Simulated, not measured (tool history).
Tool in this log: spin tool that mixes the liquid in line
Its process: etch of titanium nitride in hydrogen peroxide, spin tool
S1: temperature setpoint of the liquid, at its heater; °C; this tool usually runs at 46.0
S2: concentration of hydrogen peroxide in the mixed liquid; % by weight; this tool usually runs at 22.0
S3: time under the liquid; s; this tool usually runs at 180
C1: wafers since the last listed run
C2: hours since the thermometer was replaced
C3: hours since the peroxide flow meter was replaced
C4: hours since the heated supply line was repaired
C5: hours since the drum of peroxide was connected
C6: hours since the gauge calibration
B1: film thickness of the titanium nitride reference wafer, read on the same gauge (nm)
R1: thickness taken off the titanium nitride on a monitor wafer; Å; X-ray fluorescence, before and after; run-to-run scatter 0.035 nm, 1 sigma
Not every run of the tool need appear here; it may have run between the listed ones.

| run | hour | S1 | S2 | S3 | C1 | C2 | C3 | C4 | C5 | C6 | B1 | R1 |
|---|---|---|---|---|---|---|---|---|---|---|---|---|
| 1 | 0.0 | 46.0 | 22.0 | 95 | 0 | 2129.7 | 12.5 | 884.3 | 829.6 | 1196.8 | 149.988 | 17.51 |
|  | 33.9 | new drum of peroxide connected |
| 2 | 63.4 | 46.0 | 17.0 | 215 | 333 | 2193.1 | 75.9 | 947.7 | 29.5 | 1260.2 | 149.976 | 37.38 |
| 3 | 159.8 | 46.0 | 17.0 | 215 | 514 | 2289.5 | 172.3 | 1044.1 | 125.9 | 1356.6 | 150.007 | 36.82 |
| 4 | 229.5 | 46.0 | 17.0 | 215 | 371 | 2359.2 | 242.0 | 1113.8 | 195.6 | 1426.3 | 150.004 | 37.03 |
|  | 302.5 | gauge calibrated |
| 5 | 311.5 | 46.0 | 26.0 | 110 | 437 | 2441.2 | 324.0 | 1195.8 | 277.6 | 9.0 | 149.977 | 20.66 |
| 6 | 366.2 | 46.0 | 22.0 | 180 | 291 | 2495.9 | 378.7 | 1250.5 | 332.3 | 63.7 | 149.996 | 32.01 |
|  | 418.7 | peroxide flow meter replaced |
| 7 | 450.9 | 46.0 | 22.0 | 180 | 446 | 2580.6 | 32.2 | 1335.2 | 417.0 | 148.4 | 149.997 | 32.72 |
| 8 | 521.5 | 46.0 | 22.0 | 180 | 376 | 2651.2 | 102.8 | 1405.8 | 487.6 | 219.0 | 149.993 | 32.54 |
|  | 558.2 | thermometer replaced |
| 9 | 571.5 | 46.0 | 22.0 | 180 | 261 | 13.3 | 152.8 | 1455.8 | 537.6 | 269.0 | 150.008 | 35.33 |
| 10 | 612.4 | 46.0 | 22.0 | 180 | 218 | 54.2 | 193.7 | 1496.7 | 578.5 | 309.9 | 149.991 | 35.90 |
| 11 | 679.2 | 53.5 | 25.5 | 70 | 356 | 121.0 | 260.5 | 1563.5 | 645.3 | 376.7 | 149.993 | 24.60 |
| 12 | 724.8 | 46.0 | 20.0 | 250 | 243 | 166.6 | 306.1 | 1609.1 | 690.9 | 422.3 | 149.996 | 48.16 |
|  | 750.8 | heated supply line repaired |
| 13 | 806.6 | 41.0 | 16.0 | 180 | 431 | 248.4 | 387.9 | 55.8 | 772.7 | 504.1 | 149.992 | 22.64 |
| 14 | 846.8 | 36.5 | 27.5 | 210 | 214 | 288.6 | 428.1 | 96.0 | 812.9 | 544.3 | 150.036 | 20.73 |
|  | 851.6 | peroxide flow meter replaced |
| 15 | 901.0 | 46.0 | 22.0 | 150 | 283 | 342.8 | 49.4 | 150.2 | 867.1 | 598.5 | 149.970 | 29.69 |
| 16 | 984.3 | 46.0 | 22.0 | 180 | 444 | 426.1 | 132.7 | 233.5 | 950.4 | 681.8 | 150.005 | 34.93 |
|  | 1056.8 | new drum of peroxide connected |
| 17 | 1089.3 | 41.5 | 22.0 | 215 | 555 | 531.1 | 237.7 | 338.5 | 32.5 | 786.8 | 150.021 | 29.68 |
| 18 | 1171.9 | 53.5 | 27.5 | 180 | 440 | 613.7 | 320.3 | 421.1 | 115.1 | 869.4 | 150.004 | 62.58 |
| 19 | 1222.6 | 39.0 | 24.5 | 275 | 270 | 664.4 | 371.0 | 471.8 | 165.8 | 920.1 | 150.034 | 32.38 |
|  | 1234.1 | peroxide flow meter replaced |
| 20 | 1271.2 | 46.0 | 22.0 | 180 | 254 | 713.0 | 37.1 | 520.4 | 214.4 | 968.7 | 150.000 | 34.66 |
| 21 | 1358.6 | 46.0 | 27.5 | 125 | 466 | 800.4 | 124.5 | 607.8 | 301.8 | 1056.1 | 150.035 | 25.25 |
| 22 | 1445.0 | 46.0 | 22.0 | 280 | 461 | 886.8 | 210.9 | 694.2 | 388.2 | 1142.5 | 149.977 | 54.15 |
| 23 | 1483.9 | 46.0 | 22.0 | 180 | 207 | 925.7 | 249.8 | 733.1 | 427.1 | 1181.4 | 150.009 | 34.80 |
| 24 | 1565.9 | 37.0 | 28.0 | 125 | 437 | 1007.7 | 331.8 | 815.1 | 509.1 | 1263.4 | 149.992 | 12.59 |
|  | 1635.6 | peroxide flow meter replaced |
| 25 | 1658.4 | 50.0 | 22.0 | 145 | 488 | 1100.2 | 22.8 | 907.6 | 601.6 | 1355.9 | 150.009 | 37.21 |
| 26 | 1766.1 | 39.0 | 24.5 | 275 | 574 | 1207.9 | 130.5 | 1015.3 | 709.3 | 1463.6 | 150.017 | 31.27 |

Predict each of these 3 candidate next runs independently; none follows another, all start after run 26:
| A | 1766.6 | 46.0 | 18.0 | 180 | 2 | 1208.4 | 131.0 | 1015.8 | 709.8 | 1464.1 | ? | ? |
| B | 1766.6 | 46.0 | 28.0 | 180 | 2 | 1208.4 | 131.0 | 1015.8 | 709.8 | 1464.1 | ? | ? |
| C | 1766.6 | 46.0 | 15.5 | 180 | 2 | 1208.4 | 131.0 | 1015.8 | 709.8 | 1464.1 | ? | ? |

| run | B1 | R1 |
|---|---|---|
| A | 149.998 | 32.46 |
| B | 149.998 | 35.72 |
| C | 149.998 | 31.45 |
Without the tool's hidden state the same runs would have given:
| run | R1 |
|---|---|
| A | 33.99 |
| B | 37.40 |
| C | 32.93 |
